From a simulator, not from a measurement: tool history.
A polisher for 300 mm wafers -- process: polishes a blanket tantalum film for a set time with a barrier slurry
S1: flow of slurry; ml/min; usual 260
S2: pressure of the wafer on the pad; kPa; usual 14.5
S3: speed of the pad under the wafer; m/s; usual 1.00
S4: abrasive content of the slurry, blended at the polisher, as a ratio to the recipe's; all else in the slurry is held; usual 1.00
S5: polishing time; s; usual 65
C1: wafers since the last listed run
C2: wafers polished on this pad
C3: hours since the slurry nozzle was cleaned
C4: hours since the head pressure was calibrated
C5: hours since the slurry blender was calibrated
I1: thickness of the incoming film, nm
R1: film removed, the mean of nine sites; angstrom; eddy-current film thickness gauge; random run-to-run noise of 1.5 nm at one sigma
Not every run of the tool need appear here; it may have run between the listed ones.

run,hour,S1,S2,S3,S4,S5,C1,C2,C3,C4,C5,I1,R1
1,0.0,205,14.5,1.00,1.00,65,0,658,774.7,736.5,153.6,324.8,965
2,48.6,205,14.5,1.00,1.00,65,338,996,823.3,785.1,202.2,333.6,937
# hour 72.6: slurry nozzle cleaned
3,88.5,260,14.5,1.00,1.00,65,270,1267,15.9,825.0,242.1,326.9,972
4,146.1,260,14.5,1.00,1.00,65,400,1668,73.5,882.6,299.7,329.0,936
5,174.8,260,14.5,1.00,1.00,65,199,1867,102.2,911.3,328.4,336.9,944
# hour 223.1: slurry blender recalibrated
6,238.3,260,14.5,1.00,1.00,65,428,2295,165.7,974.8,15.2,329.9,961
7,286.6,260,14.5,1.26,1.00,65,336,2632,214.0,1023.1,63.5,328.2,1190
# hour 330.7: head pressure recalibrated
8,351.4,260,14.5,1.26,1.00,65,437,3069,278.8,20.7,128.3,327.0,1172
# hour 381.9: worn pad replaced by a new one
9,382.4,260,14.5,1.00,1.00,65,187,3,309.8,51.7,159.3,327.6,1018
10,414.2,260,14.5,1.00,1.00,65,221,224,341.6,83.5,191.1,322.6,1037
11,485.2,260,11.0,1.00,0.90,65,494,719,412.6,154.5,262.1,331.5,713
12,546.5,195,15.9,1.00,1.00,56,426,1145,473.9,215.8,323.4,336.9,889
13,599.9,260,14.5,0.88,1.00,65,371,1517,527.3,269.2,376.8,337.0,829
# hour 649.2: slurry blender recalibrated
14,651.3,260,14.5,0.90,1.25,65,343,1861,578.7,320.6,2.1,331.9,914
15,683.7,260,16.5,1.00,1.00,65,225,2086,611.1,353.0,34.5,327.1,1083
16,746.0,340,14.5,0.72,1.00,65,433,2520,673.4,415.3,96.8,328.2,677
17,808.0,260,14.5,1.00,0.70,65,431,2952,735.4,477.3,158.8,324.8,717
# hour 836.7: worn pad replaced by a new one
18,940.0,260,14.5,0.86,1.00,80,890,719,867.4,609.3,290.8,330.9,1058
# hour 1034.5: slurry nozzle cleaned
# hour 1041.5: slurry blender recalibrated
19,1080.2,260,14.5,1.00,1.00,65,955,1674,45.7,749.5,38.7,331.6,943
20,1151.9,260,14.5,1.00,1.00,65,499,2173,117.4,821.2,110.4,326.5,954
21,1176.9,260,15.9,0.84,1.00,65,174,2347,142.4,846.2,135.4,322.9,889
22,1216.6,205,14.5,1.00,0.85,65,276,2623,182.1,885.9,175.1,329.8,849
23,1244.9,225,14.5,1.00,1.25,65,196,2820,210.4,914.2,203.4,332.4,978
# hour 1252.5: worn pad replaced by a new one
24,1313.4,260,16.5,1.00,0.75,65,448,423,278.9,982.7,271.9,325.7,932
# hour 1336.1: head pressure recalibrated
25,1369.7,290,17.9,1.00,0.70,65,377,801,335.2,33.6,328.2,329.2,918
26,1440.3,190,11.7,0.78,1.00,65,491,1293,405.8,104.2,398.8,327.3,591
27,1488.8,260,14.5,1.36,1.00,65,337,1630,454.3,152.7,447.3,327.8,1295
# hour 1491.4: slurry blender recalibrated
28,1545.9,260,17.9,1.00,1.00,65,383,2014,511.4,209.8,54.5,325.4,1154
29,1594.7,260,15.9,1.00,1.00,65,339,2354,560.2,258.6,103.3,329.1,1015

What if the next run were any one of these 5? Each begins from the tool's condition after run 29:
A,1595.1,260,14.5,1.00,1.00,65,2,2356,560.6,259.0,103.7,328.1,?
B,1595.1,290,14.5,1.12,1.00,65,2,2356,560.6,259.0,103.7,328.1,?
C,1595.1,260,11.0,1.00,1.00,47,2,2356,560.6,259.0,103.7,328.1,?
D,1595.1,205,15.9,1.10,1.00,57,2,2356,560.6,259.0,103.7,328.1,?
E,1595.1,180,16.5,1.00,1.15,81,2,2356,560.6,259.0,103.7,328.1,?

run,R1
A,924
B,1043
C,509
D,959
E,1359
Take away the tool's hidden state, keep each run's random variation, and the runs would have read:
run,R1
A,1057
B,1193
C,583
D,1097
E,1554
